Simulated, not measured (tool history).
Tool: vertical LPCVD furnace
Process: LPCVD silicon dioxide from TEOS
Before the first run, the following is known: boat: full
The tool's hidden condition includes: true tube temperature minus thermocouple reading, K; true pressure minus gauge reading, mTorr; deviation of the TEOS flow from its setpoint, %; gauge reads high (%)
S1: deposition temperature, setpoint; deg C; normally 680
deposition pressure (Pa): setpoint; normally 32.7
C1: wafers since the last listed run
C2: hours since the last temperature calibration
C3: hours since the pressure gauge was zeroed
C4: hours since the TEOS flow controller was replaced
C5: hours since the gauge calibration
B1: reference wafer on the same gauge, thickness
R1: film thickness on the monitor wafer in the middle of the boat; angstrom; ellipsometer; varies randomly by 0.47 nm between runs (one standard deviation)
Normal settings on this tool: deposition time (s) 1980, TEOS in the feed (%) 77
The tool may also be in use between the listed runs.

{"run": 1, "hour": 0.0, "S1": 680, "deposition pressure (Pa)": 32.7, "deposition time (s)": 1980, "TEOS in the feed (%)": 77, "C1": 0, "C2": 2112.8, "C3": 2420.1, "C4": 1090.5, "C5": 1465.6, "B1": 169.93, "R1": 1443.2}
{"run": 2, "hour": 62.1, "S1": 680, "deposition pressure (Pa)": 32.7, "deposition time (s)": 1980, "TEOS in the feed (%)": 77, "C1": 923, "C2": 2174.9, "C3": 2482.2, "C4": 1152.6, "C5": 1527.7, "B1": 170.05, "R1": 1442.4}
{"run": 3, "hour": 128.7, "S1": 685, "deposition pressure (Pa)": 32.7, "deposition time (s)": 1980, "TEOS in the feed (%)": 81, "C1": 990, "C2": 2241.5, "C3": 2548.8, "C4": 1219.2, "C5": 1594.3, "B1": 169.97, "R1": 1665.5}
{"run": 4, "hour": 187.2, "S1": 685, "deposition pressure (Pa)": 32.7, "deposition time (s)": 1980, "TEOS in the feed (%)": 81, "C1": 870, "C2": 2300.0, "C3": 2607.3, "C4": 1277.7, "C5": 1652.8, "B1": 170.01, "R1": 1680.0}
{"run": 5, "hour": 251.9, "S1": 685, "deposition pressure (Pa)": 32.7, "deposition time (s)": 1980, "TEOS in the feed (%)": 81, "C1": 962, "C2": 2364.7, "C3": 2672.0, "C4": 1342.4, "C5": 1717.5, "B1": 170.11, "R1": 1665.9}
{"run": 6, "hour": 353.6, "S1": 680, "deposition pressure (Pa)": 32.7, "deposition time (s)": 1980, "TEOS in the feed (%)": 77, "C1": 1513, "C2": 2466.4, "C3": 2773.7, "C4": 1444.1, "C5": 1819.2, "B1": 170.12, "R1": 1439.8}
{"run": 7, "hour": 426.3, "S1": 680, "deposition pressure (Pa)": 32.7, "deposition time (s)": 1980, "TEOS in the feed (%)": 77, "C1": 1081, "C2": 2539.1, "C3": 2846.4, "C4": 1516.8, "C5": 1891.9, "B1": 169.86, "R1": 1438.1}
{"run": 8, "hour": 485.3, "S1": 673, "deposition pressure (Pa)": 32.7, "deposition time (s)": 1980, "TEOS in the feed (%)": 77, "C1": 877, "C2": 2598.1, "C3": 2905.4, "C4": 1575.8, "C5": 1950.9, "B1": 170.23, "R1": 1214.2}
{"run": 9, "hour": 544.5, "S1": 673, "deposition pressure (Pa)": 32.7, "deposition time (s)": 1980, "TEOS in the feed (%)": 77, "C1": 880, "C2": 2657.3, "C3": 2964.6, "C4": 1635.0, "C5": 2010.1, "B1": 169.93, "R1": 1207.9}
{"run": 10, "hour": 613.1, "S1": 680, "deposition pressure (Pa)": 32.7, "deposition time (s)": 1980, "TEOS in the feed (%)": 77, "C1": 1020, "C2": 2725.9, "C3": 3033.2, "C4": 1703.6, "C5": 2078.7, "B1": 170.1, "R1": 1433.3}
{"run": 11, "hour": 710.9, "S1": 680, "deposition pressure (Pa)": 32.7, "deposition time (s)": 1980, "TEOS in the feed (%)": 86, "C1": 1455, "C2": 2823.7, "C3": 3131.0, "C4": 1801.4, "C5": 2176.5, "B1": 170.29, "R1": 1523.0}
{"hour": 752.2, "done": "gauge calibrated"}
{"run": 12, "hour": 752.7, "S1": 680, "deposition pressure (Pa)": 32.7, "deposition time (s)": 1980, "TEOS in the feed (%)": 86, "C1": 621, "C2": 2865.5, "C3": 3172.8, "C4": 1843.2, "C5": 0.5, "B1": 170.16, "R1": 1521.7}
{"run": 13, "hour": 805.2, "S1": 674, "deposition pressure (Pa)": 32.7, "deposition time (s)": 1980, "TEOS in the feed (%)": 71, "C1": 781, "C2": 2918.0, "C3": 3225.3, "C4": 1895.7, "C5": 53.0, "B1": 170.04, "R1": 1194.4}
{"run": 14, "hour": 893.3, "S1": 680, "deposition pressure (Pa)": 32.7, "deposition time (s)": 1980, "TEOS in the feed (%)": 77, "C1": 1310, "C2": 3006.1, "C3": 3313.4, "C4": 1983.8, "C5": 141.1, "B1": 169.95, "R1": 1439.1}
{"run": 15, "hour": 996.9, "S1": 680, "deposition pressure (Pa)": 32.7, "deposition time (s)": 1980, "TEOS in the feed (%)": 77, "C1": 1541, "C2": 3109.7, "C3": 3417.0, "C4": 2087.4, "C5": 244.7, "B1": 170.11, "R1": 1438.9}
{"run": 16, "hour": 1059.2, "S1": 688, "deposition pressure (Pa)": 32.7, "deposition time (s)": 1980, "TEOS in the feed (%)": 65, "C1": 926, "C2": 3172.0, "C3": 3479.3, "C4": 2149.7, "C5": 307.0, "B1": 169.97, "R1": 1609.7}
{"run": 17, "hour": 1137.2, "S1": 686, "deposition pressure (Pa)": 30.0, "deposition time (s)": 1980, "TEOS in the feed (%)": 77, "C1": 1160, "C2": 3250.0, "C3": 3557.3, "C4": 2227.7, "C5": 385.0, "B1": 170.13, "R1": 1595.6}
{"hour": 1291.9, "done": "TEOS flow controller replaced"}
{"hour": 1371.7, "done": "pressure gauge zeroed"}
{"run": 18, "hour": 1425.5, "S1": 680, "deposition pressure (Pa)": 40.0, "deposition time (s)": 1980, "TEOS in the feed (%)": 72, "C1": 3575, "C2": 3538.3, "C3": 53.8, "C4": 133.6, "C5": 673.3, "B1": 169.97, "R1": 1551.5}
{"run": 19, "hour": 1506.2, "S1": 680, "deposition pressure (Pa)": 32.7, "deposition time (s)": 1980, "TEOS in the feed (%)": 77, "C1": 1200, "C2": 3619.0, "C3": 134.5, "C4": 214.3, "C5": 754.0, "B1": 170.29, "R1": 1445.3}
{"hour": 1591.1, "done": "thermocouples replaced and temperature profile calibrated"}
{"run": 20, "hour": 1607.2, "S1": 680, "deposition pressure (Pa)": 36.0, "deposition time (s)": 1560, "TEOS in the feed (%)": 67, "C1": 1145, "C2": 16.1, "C3": 235.5, "C4": 315.3, "C5": 855.0, "B1": 170.24, "R1": 1116.5}
{"run": 21, "hour": 1653.3, "S1": 680, "deposition pressure (Pa)": 32.7, "deposition time (s)": 1980, "TEOS in the feed (%)": 77, "C1": 685, "C2": 62.2, "C3": 281.6, "C4": 361.4, "C5": 901.1, "B1": 170.11, "R1": 1432.0}
{"run": 22, "hour": 1699.9, "S1": 683, "deposition pressure (Pa)": 38.0, "deposition time (s)": 1980, "TEOS in the feed (%)": 77, "C1": 693, "C2": 108.8, "C3": 328.2, "C4": 408.0, "C5": 947.7, "B1": 169.96, "R1": 1670.9}
{"run": 23, "hour": 1774.3, "S1": 680, "deposition pressure (Pa)": 26.0, "deposition time (s)": 1320, "TEOS in the feed (%)": 77, "C1": 1106, "C2": 183.2, "C3": 402.6, "C4": 482.4, "C5": 1022.1, "B1": 170.21, "R1": 858.5}
{"run": 24, "hour": 1817.5, "S1": 680, "deposition pressure (Pa)": 32.7, "deposition time (s)": 2490, "TEOS in the feed (%)": 89, "C1": 642, "C2": 226.4, "C3": 445.8, "C4": 525.6, "C5": 1065.3, "B1": 169.98, "R1": 1958.8}
{"run": 25, "hour": 1861.7, "S1": 680, "deposition pressure (Pa)": 32.7, "deposition time (s)": 1980, "TEOS in the feed (%)": 77, "C1": 657, "C2": 270.6, "C3": 490.0, "C4": 569.8, "C5": 1109.5, "B1": 170.17, "R1": 1437.8}
{"run": 26, "hour": 1961.5, "S1": 680, "deposition pressure (Pa)": 32.7, "deposition time (s)": 1980, "TEOS in the feed (%)": 69, "C1": 1484, "C2": 370.4, "C3": 589.8, "C4": 669.6, "C5": 1209.3, "B1": 169.81, "R1": 1352.6}
{"run": 27, "hour": 2029.7, "S1": 680, "deposition pressure (Pa)": 32.7, "deposition time (s)": 1200, "TEOS in the feed (%)": 77, "C1": 1014, "C2": 438.6, "C3": 658.0, "C4": 737.8, "C5": 1277.5, "B1": 169.74, "R1": 871.8}
{"run": 28, "hour": 2072.1, "S1": 683, "deposition pressure (Pa)": 38.0, "deposition time (s)": 1980, "TEOS in the feed (%)": 77, "C1": 630, "C2": 481.0, "C3": 700.4, "C4": 780.2, "C5": 1319.9, "B1": 170.1, "R1": 1659.5}
{"run": 29, "hour": 2118.8, "S1": 689, "deposition pressure (Pa)": 32.7, "deposition time (s)": 1980, "TEOS in the feed (%)": 77, "C1": 694, "C2": 527.7, "C3": 747.1, "C4": 826.9, "C5": 1366.6, "B1": 170.01, "R1": 1789.9}
{"run": 30, "hour": 2176.7, "S1": 680, "deposition pressure (Pa)": 32.7, "deposition time (s)": 2760, "TEOS in the feed (%)": 77, "C1": 861, "C2": 585.6, "C3": 805.0, "C4": 884.8, "C5": 1424.5, "B1": 169.97, "R1": 2003.1}
{"run": 31, "hour": 2247.8, "S1": 680, "deposition pressure (Pa)": 32.7, "deposition time (s)": 2760, "TEOS in the feed (%)": 77, "C1": 1057, "C2": 656.7, "C3": 876.1, "C4": 955.9, "C5": 1495.6, "B1": 169.84, "R1": 2012.2}
{"run": 32, "hour": 2289.3, "S1": 680, "deposition pressure (Pa)": 29.3, "deposition time (s)": 1980, "TEOS in the feed (%)": 77, "C1": 617, "C2": 698.2, "C3": 917.6, "C4": 997.4, "C5": 1537.1, "B1": 169.9, "R1": 1360.4}

Branching from run 32: 3 alternative next runs. What would each branch give?
{"run": "A", "hour": 2294.3, "S1": 680, "deposition pressure (Pa)": 32.7, "deposition time (s)": 1980, "TEOS in the feed (%)": 77, "C1": 74, "C2": 703.2, "C3": 922.6, "C4": 1002.4, "C5": 1542.1, "B1": "?", "R1": "?"}
{"run": "B", "hour": 2294.3, "S1": 676, "deposition pressure (Pa)": 28.0, "deposition time (s)": 1530, "TEOS in the feed (%)": 77, "C1": 74, "C2": 703.2, "C3": 922.6, "C4": 1002.4, "C5": 1542.1, "B1": "?", "R1": "?"}
{"run": "C", "hour": 2294.3, "S1": 689, "deposition pressure (Pa)": 26.7, "deposition time (s)": 2400, "TEOS in the feed (%)": 86, "C1": 74, "C2": 703.2, "C3": 922.6, "C4": 1002.4, "C5": 1542.1, "B1": "?", "R1": "?"}

run=A B1=169.94 R1=1442.3
run=B B1=169.94 R1=936.0
run=C B1=169.94 R1=2072.2
Had the tool no hidden state, the same runs would have come out as:
run=A R1=1442.3
run=B R1=936.0
run=C R1=2072.2

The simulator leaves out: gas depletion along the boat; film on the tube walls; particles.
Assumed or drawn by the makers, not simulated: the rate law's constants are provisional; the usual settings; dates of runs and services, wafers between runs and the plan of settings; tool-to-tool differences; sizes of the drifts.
